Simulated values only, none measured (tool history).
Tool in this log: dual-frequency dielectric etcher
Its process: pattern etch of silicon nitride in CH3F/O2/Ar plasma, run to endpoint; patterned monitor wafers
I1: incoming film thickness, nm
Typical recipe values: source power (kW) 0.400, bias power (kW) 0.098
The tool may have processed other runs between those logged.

{"run": 1, "hour": 0.0, "source power (kW)": 0.4, "bias power (kW)": 0.098, "I1": 35.13, "endpoint time (s)": 51.4}
{"run": 2, "hour": 9.2, "source power (kW)": 0.4, "bias power (kW)": 0.098, "I1": 34.94, "endpoint time (s)": 51.4}
{"run": 3, "hour": 23.8, "source power (kW)": 0.4, "bias power (kW)": 0.098, "I1": 34.99, "endpoint time (s)": 51.3}
{"run": 4, "hour": 31.5, "source power (kW)": 0.4, "bias power (kW)": 0.098, "I1": 34.59, "endpoint time (s)": 50.8}
{"run": 5, "hour": 47.7, "source power (kW)": 0.4, "bias power (kW)": 0.098, "I1": 34.63, "endpoint time (s)": 51.3}
{"run": 6, "hour": 63.7, "source power (kW)": 0.4, "bias power (kW)": 0.098, "I1": 34.58, "endpoint time (s)": 51.0}
{"run": 7, "hour": 70.9, "source power (kW)": 0.4, "bias power (kW)": 0.098, "I1": 35.01, "endpoint time (s)": 51.6}
{"run": 8, "hour": 86.2, "source power (kW)": 0.4, "bias power (kW)": 0.098, "I1": 34.43, "endpoint time (s)": 50.8}
{"run": 9, "hour": 103.1, "source power (kW)": 0.4, "bias power (kW)": 0.106, "I1": 34.76, "endpoint time (s)": 50.6}
{"run": 10, "hour": 112.5, "source power (kW)": 0.4, "bias power (kW)": 0.106, "I1": 35.01, "endpoint time (s)": 50.6}
{"hour": 151.7, "done": "wet clean of the chamber"}
{"run": 11, "hour": 156.2, "source power (kW)": 0.4, "bias power (kW)": 0.106, "I1": 34.96, "endpoint time (s)": 48.8}
{"run": 12, "hour": 173.0, "source power (kW)": 0.34, "bias power (kW)": 0.098, "I1": 35.08, "endpoint time (s)": 53.9}
{"run": 13, "hour": 189.7, "source power (kW)": 0.48, "bias power (kW)": 0.113, "I1": 35.39, "endpoint time (s)": 44.5}
{"run": 14, "hour": 204.8, "source power (kW)": 0.45, "bias power (kW)": 0.077, "I1": 34.94, "endpoint time (s)": 50.1}
{"run": 15, "hour": 251.1, "source power (kW)": 0.34, "bias power (kW)": 0.117, "I1": 34.84, "endpoint time (s)": 51.0}
{"hour": 275.2, "done": "upper electrode replaced"}
{"run": 16, "hour": 275.7, "source power (kW)": 0.32, "bias power (kW)": 0.098, "I1": 34.82, "endpoint time (s)": 55.9}
{"hour": 298.0, "done": "source power generator calibrated"}
{"hour": 302.4, "done": "bias power generator calibrated"}
{"run": 17, "hour": 312.1, "source power (kW)": 0.49, "bias power (kW)": 0.081, "I1": 34.75, "endpoint time (s)": 47.6}
{"run": 18, "hour": 320.8, "source power (kW)": 0.4, "bias power (kW)": 0.098, "I1": 34.94, "endpoint time (s)": 50.2}
{"run": 19, "hour": 331.8, "source power (kW)": 0.49, "bias power (kW)": 0.117, "I1": 34.87, "endpoint time (s)": 43.8}
{"run": 20, "hour": 338.3, "source power (kW)": 0.44, "bias power (kW)": 0.108, "I1": 35.1, "endpoint time (s)": 46.9}
{"run": 21, "hour": 355.3, "source power (kW)": 0.4, "bias power (kW)": 0.098, "I1": 34.92, "endpoint time (s)": 50.1}
{"run": 22, "hour": 369.1, "source power (kW)": 0.4, "bias power (kW)": 0.116, "I1": 34.97, "endpoint time (s)": 48.0}
{"run": 23, "hour": 384.3, "source power (kW)": 0.4, "bias power (kW)": 0.098, "I1": 34.87, "endpoint time (s)": 50.6}
{"run": 24, "hour": 392.7, "source power (kW)": 0.4, "bias power (kW)": 0.089, "I1": 34.88, "endpoint time (s)": 51.4}
{"run": 25, "hour": 402.0, "source power (kW)": 0.45, "bias power (kW)": 0.098, "I1": 35.02, "endpoint time (s)": 47.9}

Here are 4 independent what-if runs from the current tool condition. What would each one return?
{"run": "A", "hour": 402.4, "source power (kW)": 0.4, "bias power (kW)": 0.098, "I1": 34.92, "endpoint time (s)": "?"}
{"run": "B", "hour": 402.4, "source power (kW)": 0.34, "bias power (kW)": 0.116, "I1": 34.92, "endpoint time (s)": "?"}
{"run": "C", "hour": 402.4, "source power (kW)": 0.4, "bias power (kW)": 0.12, "I1": 34.92, "endpoint time (s)": "?"}
{"run": "D", "hour": 402.4, "source power (kW)": 0.32, "bias power (kW)": 0.114, "I1": 34.92, "endpoint time (s)": "?"}

run=A endpoint_time_(s)=50.7
run=B endpoint_time_(s)=52.4
run=C endpoint_time_(s)=47.9
run=D endpoint_time_(s)=54.4
Without the tool's hidden state the same runs would have given:
run=A endpoint_time_(s)=49.6
run=B endpoint_time_(s)=51.4
run=C endpoint_time_(s)=46.9
run=D endpoint_time_(s)=53.3

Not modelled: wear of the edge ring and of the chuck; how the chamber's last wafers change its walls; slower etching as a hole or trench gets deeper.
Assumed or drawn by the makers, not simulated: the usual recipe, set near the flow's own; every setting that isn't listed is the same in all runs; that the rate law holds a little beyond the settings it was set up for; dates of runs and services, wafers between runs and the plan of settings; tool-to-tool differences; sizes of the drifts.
